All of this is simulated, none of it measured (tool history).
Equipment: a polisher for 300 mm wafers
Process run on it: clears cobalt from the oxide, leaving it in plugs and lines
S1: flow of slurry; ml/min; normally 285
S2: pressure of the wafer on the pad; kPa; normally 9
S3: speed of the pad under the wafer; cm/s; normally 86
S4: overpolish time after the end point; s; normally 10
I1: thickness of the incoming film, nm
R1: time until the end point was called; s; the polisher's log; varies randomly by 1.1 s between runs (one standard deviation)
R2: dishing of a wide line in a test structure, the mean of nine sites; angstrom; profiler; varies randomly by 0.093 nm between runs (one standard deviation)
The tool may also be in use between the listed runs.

run   hour   S1    S2   S3  S4     I1     R1  R2
  1      0  285     9   86  10  221.3  109.4  81
      16.8  -- worn pad replaced by a new one
  2   20.1  285     9   86  10  220.2  108.1  81
  3   35.2  285     9   86  10  215.8  106.9  81
  4   71.1  285     9   86  10  219.9  107.7  83
  5  102.1  285     9   86  10  221.6  111.3  81
  6  128.9  285     9   86  10    217  105.9  81
  7  147.9  285     9   86  10  220.9  108.7  79
  8  166.2  285     9   86  10  219.7  104.9  80
  9    184  285     9   86  10  222.6    110  80
     189.3  -- worn pad replaced by a new one
 10  246.3  285     9   86  10    220  109.5  81
 11  258.5  285     9   86  10  221.4  106.4  81
 12  273.7  285     9   86  10  217.6  107.8  79
 13  299.4  285     9   86  10    222  109.9  80
 14  325.4  285     9   86  10  221.6  109.4  79
 15  352.6  215     9   86  10  218.8  110.6  80
     373.8  -- worn pad replaced by a new one
 16    384  190     9   86  10  223.4  114.3  79
 17  398.5  205  12.4   86  13  222.7   87.7  87
 18    425  255     9   62  10  218.7  149.2  73
     450.8  -- head pressure recalibrated
 19  451.3  285     9   86  14  219.5   98.6  85
 20  483.1  355     9   86   6  219.8     98  69
     498.6  -- slurry nozzle cleaned
 21  504.1  285     9   86  10    220  101.5  81
 22  532.3  285  11.7   86  10  216.4   82.7  83
 23  559.7  285     9   56  10  222.3  159.1  71
     572.6  -- worn pad replaced by a new one
 24  575.6  285   5.5   68  10  219.5  173.4  69
 25  608.7  315     9   60  13  219.9  145.5  79
 26  626.1  285     9  102  10    220   84.8  84
 27  657.6  225     9  110   4  215.4     80  63
 28  681.6  205  12.4   86  13  222.2   84.1  88
 29  709.3  335  10.3   86   5  218.8   92.9  65
 30  726.2  285     9   86  10  223.2  104.8  81
 31  740.4  190  12.4   86   5  220.2   83.8  68
 32  760.5  230     9   96  10  217.6   94.3  83
     782.9  -- worn pad replaced by a new one
 33  795.1  200     9   94   7  217.1   96.1  72
 34  827.5  285  10.3   62  10  219.7  131.4  76

The tool's hidden state at each run:
removal rate lost through wear of the pad, %: 0 on each run
slurry flow missing at the pad, %: 0 on each run
H1: deviation of the head's pressure from its setpoint, %
run     H1
  1  -11.5
  2  -11.5
  3  -11.6
  4  -11.7
  5  -11.8
  6  -11.9
  7  -11.9
  8    -12
  9    -12
 10  -12.1
 11  -12.2
 12  -12.2
 13  -12.2
 14  -12.3
 15  -12.3
 16  -12.4
 17  -12.4
 18  -12.5
 19  -1.52
 20   -2.3
 21  -2.79
 22  -3.42
 23     -4
 24  -4.32
 25  -4.95
 26  -5.26
 27  -5.81
 28   -6.2
 29  -6.63
 30  -6.88
 31  -7.09
 32  -7.37
 33  -7.82
 34  -8.22

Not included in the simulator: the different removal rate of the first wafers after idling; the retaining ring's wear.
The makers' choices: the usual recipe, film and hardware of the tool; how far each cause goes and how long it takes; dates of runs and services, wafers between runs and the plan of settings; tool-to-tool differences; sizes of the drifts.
